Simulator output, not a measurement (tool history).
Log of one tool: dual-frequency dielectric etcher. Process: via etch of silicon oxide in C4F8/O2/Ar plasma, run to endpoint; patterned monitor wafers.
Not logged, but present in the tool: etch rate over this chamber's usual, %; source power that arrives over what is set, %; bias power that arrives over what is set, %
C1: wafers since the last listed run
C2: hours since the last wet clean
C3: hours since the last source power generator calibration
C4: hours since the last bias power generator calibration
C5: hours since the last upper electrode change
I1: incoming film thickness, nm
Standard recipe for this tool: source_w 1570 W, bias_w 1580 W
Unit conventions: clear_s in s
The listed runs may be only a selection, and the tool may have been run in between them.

run 1 day=0.000 | source_w=1570 bias_w=1580 | C1=0 C2=378.4 C3=2948.6 C4=3568.8 C5=2549.2 | I1=1217.8 | clear_s=283.7
-- day=1.954 wet clean of the chamber
run 2 day=2.492 | source_w=1570 bias_w=1580 | C1=190 C2=12.9 C3=3008.4 C4=3628.6 C5=2609.0 | I1=1232.9 | clear_s=281.0
run 3 day=4.000 | source_w=1570 bias_w=1580 | C1=192 C2=49.1 C3=3044.6 C4=3664.8 C5=2645.2 | I1=1224.2 | clear_s=277.1
run 4 day=5.842 | source_w=1570 bias_w=1580 | C1=235 C2=93.3 C3=3088.8 C4=3709.0 C5=2689.4 | I1=1223.8 | clear_s=279.5
run 5 day=7.775 | source_w=1570 bias_w=1794 | C1=246 C2=139.7 C3=3135.2 C4=3755.4 C5=2735.8 | I1=1224.9 | clear_s=276.5
run 6 day=10.038 | source_w=1570 bias_w=1794 | C1=288 C2=194.0 C3=3189.5 C4=3809.7 C5=2790.1 | I1=1205.8 | clear_s=271.5
run 7 day=13.829 | source_w=1570 bias_w=1794 | C1=483 C2=285.0 C3=3280.5 C4=3900.7 C5=2881.1 | I1=1216.5 | clear_s=275.2
run 8 day=17.075 | source_w=1570 bias_w=1580 | C1=414 C2=362.9 C3=3358.4 C4=3978.6 C5=2959.0 | I1=1236.6 | clear_s=287.1
-- day=22.042 wet clean of the chamber
run 9 day=22.062 | source_w=1240 bias_w=1264 | C1=508 C2=0.5 C3=3478.1 C4=4098.3 C5=3078.7 | I1=1213.1 | clear_s=301.0
run 10 day=24.350 | source_w=1850 bias_w=1298 | C1=291 C2=55.4 C3=3533.0 C4=4153.2 C5=3133.6 | I1=1223.2 | clear_s=277.9
-- day=26.362 bias power generator calibrated
run 11 day=26.383 | source_w=1570 bias_w=1580 | C1=238 C2=104.2 C3=3581.8 C4=0.5 C5=3182.4 | I1=1223.1 | clear_s=279.9
run 12 day=27.992 | source_w=1330 bias_w=1481 | C1=205 C2=142.8 C3=3620.4 C4=39.1 C5=3221.0 | I1=1215.8 | clear_s=291.8
run 13 day=32.379 | source_w=1390 bias_w=1393 | C1=560 C2=248.1 C3=3725.7 C4=144.4 C5=3326.3 | I1=1220.4 | clear_s=294.9
-- day=36.575 upper electrode replaced
-- day=39.150 source power generator calibrated
-- day=39.875 wet clean of the chamber
run 14 day=43.138 | source_w=1450 bias_w=1780 | C1=1131 C2=78.3 C3=95.7 C4=402.6 C5=157.5 | I1=1222.2 | clear_s=278.8
run 15 day=47.412 | source_w=1270 bias_w=1813 | C1=545 C2=180.9 C3=198.3 C4=505.2 C5=260.1 | I1=1223.9 | clear_s=285.7
run 16 day=48.938 | source_w=1570 bias_w=1580 | C1=194 C2=217.5 C3=234.9 C4=541.8 C5=296.7 | I1=1232.0 | clear_s=282.7
run 17 day=51.679 | source_w=1270 bias_w=1268 | C1=349 C2=283.3 C3=300.7 C4=607.6 C5=362.5 | I1=1213.6 | clear_s=302.5

Branching from run 17: 3 alternative next runs. What would each branch give?
run A day=51.700 | source_w=1570 bias_w=1580 | C1=2 C2=283.8 C3=301.2 C4=608.1 C5=363.0 | I1=1212.5 | clear_s=?
run B day=51.700 | source_w=1250 bias_w=1728 | C1=2 C2=283.8 C3=301.2 C4=608.1 C5=363.0 | I1=1212.5 | clear_s=?
run C day=51.700 | source_w=1910 bias_w=1464 | C1=2 C2=283.8 C3=301.2 C4=608.1 C5=363.0 | I1=1212.5 | clear_s=?

run=A clear_s=281.9
run=B clear_s=290.4
run=C clear_s=273.4
The same runs, with their run-to-run variation unchanged, on a tool lacking any hidden condition would have given:
run=A clear_s=275.9
run=B clear_s=284.2
run=C clear_s=267.6
